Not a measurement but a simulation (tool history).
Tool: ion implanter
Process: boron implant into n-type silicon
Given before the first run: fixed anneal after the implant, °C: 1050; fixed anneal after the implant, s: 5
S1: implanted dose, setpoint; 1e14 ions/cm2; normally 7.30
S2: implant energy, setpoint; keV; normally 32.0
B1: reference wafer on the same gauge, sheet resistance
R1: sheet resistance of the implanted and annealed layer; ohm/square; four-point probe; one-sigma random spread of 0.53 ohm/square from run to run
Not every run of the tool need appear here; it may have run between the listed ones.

Run 1, day 0.000: usual settings; B1 133.00. Result: R1 161.83 ohm/square.
Run 2, day 1.221: usual settings; B1 132.89. Result: R1 160.64 ohm/square.
Run 3, day 5.075: usual settings; B1 133.17. Result: R1 162.94 ohm/square.
Run 4, day 5.604: usual settings; B1 132.97. Result: R1 162.57 ohm/square.
Run 5, day 6.942: usual settings; B1 132.87. Result: R1 162.96 ohm/square.
At day 8.350: Faraday cup replaced and dose calibrated.
At day 10.571: gauge calibrated.
Run 6, day 11.346: usual settings; B1 133.01. Result: R1 157.61 ohm/square.
Run 7, day 12.629: usual settings; B1 132.86. Result: R1 157.09 ohm/square.
Run 8, day 13.496: usual settings; B1 132.75. Result: R1 156.58 ohm/square.
Run 9, day 14.279: usual settings but S2 40.5 keV; B1 133.07. Result: R1 153.50 ohm/square.
At day 14.996: extraction supply calibrated.
Run 10, day 15.271: usual settings; B1 133.00. Result: R1 156.64 ohm/square.
Run 11, day 16.083: usual settings but S1 5.86 1e14 ions/cm2, S2 41.5 keV; B1 133.02. Result: R1 183.98 ohm/square.
Run 12, day 16.925: usual settings; B1 132.75. Result: R1 156.68 ohm/square.
Run 13, day 17.683: usual settings but S1 5.89 1e14 ions/cm2, S2 39.5 keV; B1 132.84. Result: R1 183.10 ohm/square.
Run 14, day 18.983: usual settings but S1 6.00 1e14 ions/cm2, S2 24.0 keV; B1 133.18. Result: R1 190.67 ohm/square.

Some steps in R1 between neighbouring runs. How much of each would the tool show without its hidden state too (settings, what came in, random variation), and how much is left for the hidden state, with any gauge scatter that isn't in both results?
The hidden state here: deviation of the true dose from the Faraday cup's reading, %; deviation of the true energy from its setpoint, %; gauge reads high (%).
Run 5 -> 6: Faraday cup replaced and dose calibrated, gauge calibrated. R1 -5.35 ohm/square: hidden state -5.99, all else +0.64.
Run 10 -> 11: S1 7.30 -> 5.86, S2 32.0 -> 41.5. R1 +27.34 ohm/square: hidden state -0.03, all else +27.37.
